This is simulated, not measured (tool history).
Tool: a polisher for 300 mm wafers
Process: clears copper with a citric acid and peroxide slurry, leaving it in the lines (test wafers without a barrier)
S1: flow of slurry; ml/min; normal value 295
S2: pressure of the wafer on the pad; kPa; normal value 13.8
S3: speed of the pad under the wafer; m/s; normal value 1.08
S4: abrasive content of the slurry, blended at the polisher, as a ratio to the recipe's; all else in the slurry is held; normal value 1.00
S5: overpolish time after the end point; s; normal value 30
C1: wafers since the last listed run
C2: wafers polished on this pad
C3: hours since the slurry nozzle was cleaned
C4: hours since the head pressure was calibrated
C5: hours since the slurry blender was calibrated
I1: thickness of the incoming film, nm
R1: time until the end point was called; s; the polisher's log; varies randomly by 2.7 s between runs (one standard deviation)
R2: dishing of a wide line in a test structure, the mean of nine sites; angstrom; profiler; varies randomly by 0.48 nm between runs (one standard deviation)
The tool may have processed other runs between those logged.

run   hour   S1    S2    S3    S4  S5   C1    C2     C3     C4     C5     I1     R1   R2
  1    0.0  295  13.8  1.08  1.10  30    0  1210  128.8  675.1   55.2  270.7  224.9  244
       4.2  -- worn pad replaced by a new one
  2   16.1  295  13.8  1.08  1.10  30   76    75  144.9  691.2   71.3  270.4  192.1  271
  3   33.4  295  13.8  1.08  1.00  30  108   184  162.2  708.5   88.6  272.5  205.1  267
  4   49.7  295  13.8  1.08  1.00  30  102   286  178.5  724.8  104.9  270.7  205.7  266
  5   59.5  295  13.8  1.08  1.00  30   61   348  188.3  734.6  114.7  273.4  202.2  266
  6   70.4  295  10.3  1.08  1.00  30   68   417  199.2  745.5  125.6  274.9  244.8  230
  7   87.0  295  13.8  1.08  1.00  30  104   521  215.8  762.1  142.2  274.8  205.9  257
  8   98.1  295  13.8  1.08  1.00  30   69   591  226.9  773.2  153.3  274.9  216.8  263
     124.9  -- slurry blender recalibrated
     125.3  -- head pressure recalibrated
  9  140.9  295  13.8  1.08  1.00  30  254   845  269.7   15.6   16.0  272.7  216.6  260
 10  153.6  295  13.8  1.08  1.00  30   80   925  282.4   28.3   28.7  269.4  215.1  257
 11  167.6  295  13.8  1.08  1.00  30   88  1014  296.4   42.3   42.7  266.8  211.6  250
 12  176.0  295  13.8  1.08  1.00  30   52  1067  304.8   50.7   51.1  269.8  216.8  252
 13  186.0  295  13.8  1.08  1.00  30   63  1130  314.8   60.7   61.1  266.8  215.8  250
 14  195.6  380  13.8  1.08  1.00  30   60  1190  324.4   70.3   70.7  266.4  210.4  240
     202.8  -- worn pad replaced by a new one
 15  204.4  295  13.8  1.08  1.00  30   30    10  333.2   79.1   79.5  269.6  194.3  258
 16  216.9  295  17.2  0.78  1.00  30   78    88  345.7   91.6   92.0  267.0  204.8  257
 17  224.9  295  13.8  1.08  1.00  30   50   139  353.7   99.6  100.0  272.5  197.9  275
 18  231.0  225  11.7  1.08  1.00  30   38   177  359.8  105.7  106.1  269.7  220.3  246
     249.5  -- slurry nozzle cleaned
 19  250.0  295  13.8  1.08  1.00  30  113   291    0.5  124.7  125.1  271.7  204.1  259
 20  258.7  295  13.8  1.08  1.00  30   54   345    9.2  133.4  133.8  266.2  193.9  262
 21  273.8  295  13.8  1.08  1.00  30   95   441   24.3  148.5  148.9  271.5  208.0  257
 22  284.5  295  13.8  1.08  1.00  17   67   508   35.0  159.2  159.6  271.3  201.7  165
     292.6  -- slurry blender recalibrated
 23  302.2  250  13.8  1.08  1.00  30   98   607   52.7  176.9    9.6  269.8  211.4  252
 24  314.2  210  13.8  1.08  1.00  30   75   682   64.7  188.9   21.6  271.1  214.3  246
 25  330.7  340  12.4  1.08  1.25  30  103   786   81.2  205.4   38.1  272.3  216.2  259
 26  338.5  380  13.8  1.08  1.25  45   49   836   89.0  213.2   45.9  270.0  198.8  344

3 options for the next run, each taken on its own from the tool as it stands now. Forecast them:
  A  339.0  295  13.8  0.70  1.00  30   3  839  89.5  213.7  46.4  272.6   ?   ?
  B  339.0  235  13.8  1.20  1.10  43   3  839  89.5  213.7  46.4  272.6   ?   ?
  C  339.0  295  13.8  1.08  0.85  30   3  839  89.5  213.7  46.4  272.6   ?   ?

run     R1   R2
  A  281.5  210
  B  202.3  343
  C  226.1  248
With the hidden condition removed and each run's random variation left untouched, the same runs would have given:
run     R1   R2
  A  257.3  225
  B  184.9  363
  C  206.6  265
